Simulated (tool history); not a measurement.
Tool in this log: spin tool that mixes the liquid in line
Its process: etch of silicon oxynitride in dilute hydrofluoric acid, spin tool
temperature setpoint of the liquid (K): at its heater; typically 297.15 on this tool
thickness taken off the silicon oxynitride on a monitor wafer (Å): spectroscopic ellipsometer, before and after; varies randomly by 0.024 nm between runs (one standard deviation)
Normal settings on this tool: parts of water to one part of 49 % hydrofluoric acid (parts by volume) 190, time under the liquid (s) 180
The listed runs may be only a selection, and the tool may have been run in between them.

run	hour	temperature setpoint of the liquid (K)	parts of water to one part of 49 % hydrofluoric acid (parts by volume)	time under the liquid (s)	read-back film thickness of the silicon oxynitride reference wafer, read on the same gauge (nm)	thickness taken off the silicon oxynitride on a monitor wafer (Å)
1	0	297.15	190	180	49.994	17.62
2	14.4	300.15	190	180	49.986	19.73
3	47.3	300.15	190	180	49.996	19.99
4	66	297.15	145	180	50.009	23.93
5	93.3	297.15	145	180	49.996	23.3
6	123.1	297.15	240	180	50.019	13.3
7	144.5	297.15	240	180	50.017	13.5
8	171.4	297.15	240	180	50.002	13.4
9	195.9	294.65	130	180	49.996	23.05
10	229.5	294.65	130	180	49.989	24.34
11	325.7	294.65	130	180	49.999	24.27
12	361.2	297.15	190	130	50.007	12.72
13	383.7	297.15	190	130	49.975	12.77
14	417.5	297.15	190	145	49.995	14.47
15	435.9	297.15	190	180	50.007	18.36
# hour 460.4: thermometer replaced
16	471.9	297.15	190	180	50	18.07
# hour 483.1: hydrofluoric acid flow meter replaced
17	489.9	297.15	190	250	49.976	22.84
18	504.4	297.15	235	260	50.003	18.92
# hour 507: gauge calibrated
19	520.9	293.65	240	120	49.996	7.2
20	537.8	295.15	160	140	50.019	14.27
21	554.6	297.15	160	145	50.018	16.44
22	573.8	297.15	190	180	49.986	16.77
23	597.2	297.15	190	180	49.996	16.39
24	614.3	292.65	190	280	49.988	21.09
25	654.4	293.65	190	130	50.005	10.43
26	681.6	297.15	240	180	49.996	12.88
27	693.8	297.15	105	290	50.01	52.35

Forecast each of these 3 alternatives for the next run:
A	694.3	297.15	190	225	?	?
B	694.3	294.65	190	255	?	?
C	694.3	299.15	140	180	?	?

run	read-back film thickness of the silicon oxynitride reference wafer, read on the same gauge (nm)	thickness taken off the silicon oxynitride on a monitor wafer (Å)
A	50	21.16
B	50	21.4
C	50	26.15
Had the tool no hidden state, the same runs would have come out as:
run	thickness taken off the silicon oxynitride on a monitor wafer (Å)
A	20.33
B	20.56
C	25.14
